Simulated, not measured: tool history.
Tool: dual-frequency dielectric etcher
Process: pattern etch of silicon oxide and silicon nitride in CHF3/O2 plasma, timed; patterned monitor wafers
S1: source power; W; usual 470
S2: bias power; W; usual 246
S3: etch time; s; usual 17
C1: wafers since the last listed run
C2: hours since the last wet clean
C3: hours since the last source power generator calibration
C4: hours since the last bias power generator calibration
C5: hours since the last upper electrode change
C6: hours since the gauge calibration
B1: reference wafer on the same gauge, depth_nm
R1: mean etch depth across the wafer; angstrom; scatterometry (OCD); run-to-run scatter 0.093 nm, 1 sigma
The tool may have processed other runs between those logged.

run,hour,S1,S2,S3,C1,C2,C3,C4,C5,C6,B1,R1
1,0,470,246,17,0,400.1,2229.4,3064,1973.1,1897.4,29.19,263.5
# hour 59.8: wet clean of the chamber
2,68.7,470,246,17,625,8.9,2298.1,3132.7,2041.8,1966.1,29.21,266.5
# hour 90.3: bias power generator calibrated
3,130.4,470,246,20.5,806,70.6,2359.8,40.1,2103.5,2027.8,29.22,322.6
4,200.4,470,246,20.5,979,140.6,2429.8,110.1,2173.5,2097.8,29.22,320.2
5,282.4,470,246,20.5,1146,222.6,2511.8,192.1,2255.5,2179.8,29.22,318
# hour 340.3: upper electrode replaced
6,343.9,470,246,17,524,284.1,2573.3,253.6,3.6,2241.3,29.2,263.4
7,404.6,410,204,17,848,344.8,2634,314.3,64.3,2302,29.18,228.7
8,428.6,380,222,14.5,335,368.8,2658,338.3,88.3,2326,29.18,194
9,482.8,550,205,20,758,423,2712.2,392.5,142.5,2380.2,29.2,309.9
# hour 525: wet clean of the chamber
10,529.1,380,294,15.5,311,4.1,2758.5,438.8,188.8,2426.5,29.17,236.9
11,567.4,470,246,17,535,42.4,2796.8,477.1,227.1,2464.8,29.19,266.9
12,614.4,350,246,18.5,657,89.4,2843.8,524.1,274.1,2511.8,29.21,251.4
13,660.4,580,246,17,643,135.4,2889.8,570.1,320.1,2557.8,29.2,295.1
14,709.7,580,246,17,689,184.7,2939.1,619.4,369.4,2607.1,29.2,293.3
15,749.9,510,246,19.5,562,224.9,2979.3,659.6,409.6,2647.3,29.21,317.1
# hour 866: gauge calibrated
16,946.3,470,246,13,2746,421.3,3175.7,856,606,80.3,29.21,202.1
# hour 971.2: wet clean of the chamber
17,983.2,470,246,17,180,12,3212.6,892.9,642.9,117.2,29.19,268.8
18,1016.1,410,246,17,460,44.9,3245.5,925.8,675.8,150.1,29.19,252.9
# hour 1025.3: source power generator calibrated
19,1084.6,470,246,17,902,113.4,59.3,994.3,744.3,218.6,29.23,263.4
20,1111,420,246,17,369,139.8,85.7,1020.7,770.7,245,29.19,247.7
21,1139.4,590,229,20.5,397,168.2,114.1,1049.1,799.1,273.4,29.18,343.1
22,1190.8,520,220,17,718,219.6,165.5,1100.5,850.5,324.8,29.2,262.7
23,1231,350,246,18.5,562,259.8,205.7,1140.7,890.7,365,29.2,245.4
24,1269.1,470,246,17,532,297.9,243.8,1178.8,928.8,403.1,29.2,261
25,1329.7,470,185,19,847,358.5,304.4,1239.4,989.4,463.7,29.19,257.8
26,1366.3,470,263,17,511,395.1,341,1276,1026,500.3,29.19,266.7
27,1411.4,540,246,14,630,440.2,386.1,1321.1,1071.1,545.4,29.19,226.6
# hour 1511.4: wet clean of the chamber
28,1544.9,470,206,20,1531,33.5,519.6,1454.6,1204.6,678.9,29.19,289.8

Consider 5 possible next runs. They are alternatives, not a sequence: every one starts from the tool as it was left by run 28. What does each give?
A,1545.3,470,246,17,5,33.9,520,1455,1205,679.3,?,?
B,1545.3,380,226,21.5,5,33.9,520,1455,1205,679.3,?,?
C,1545.3,550,225,19,5,33.9,520,1455,1205,679.3,?,?
D,1545.3,530,224,13,5,33.9,520,1455,1205,679.3,?,?
E,1545.3,380,275,20,5,33.9,520,1455,1205,679.3,?,?

run,B1,R1
A,29.22,265.3
B,29.22,291.9
C,29.22,308.2
D,29.22,206.9
E,29.22,294.2
Stripped of hidden state, with their random variation kept, the same runs would have yielded:
run,R1
A,263.9
B,290.4
C,306.5
D,205.8
E,292.6

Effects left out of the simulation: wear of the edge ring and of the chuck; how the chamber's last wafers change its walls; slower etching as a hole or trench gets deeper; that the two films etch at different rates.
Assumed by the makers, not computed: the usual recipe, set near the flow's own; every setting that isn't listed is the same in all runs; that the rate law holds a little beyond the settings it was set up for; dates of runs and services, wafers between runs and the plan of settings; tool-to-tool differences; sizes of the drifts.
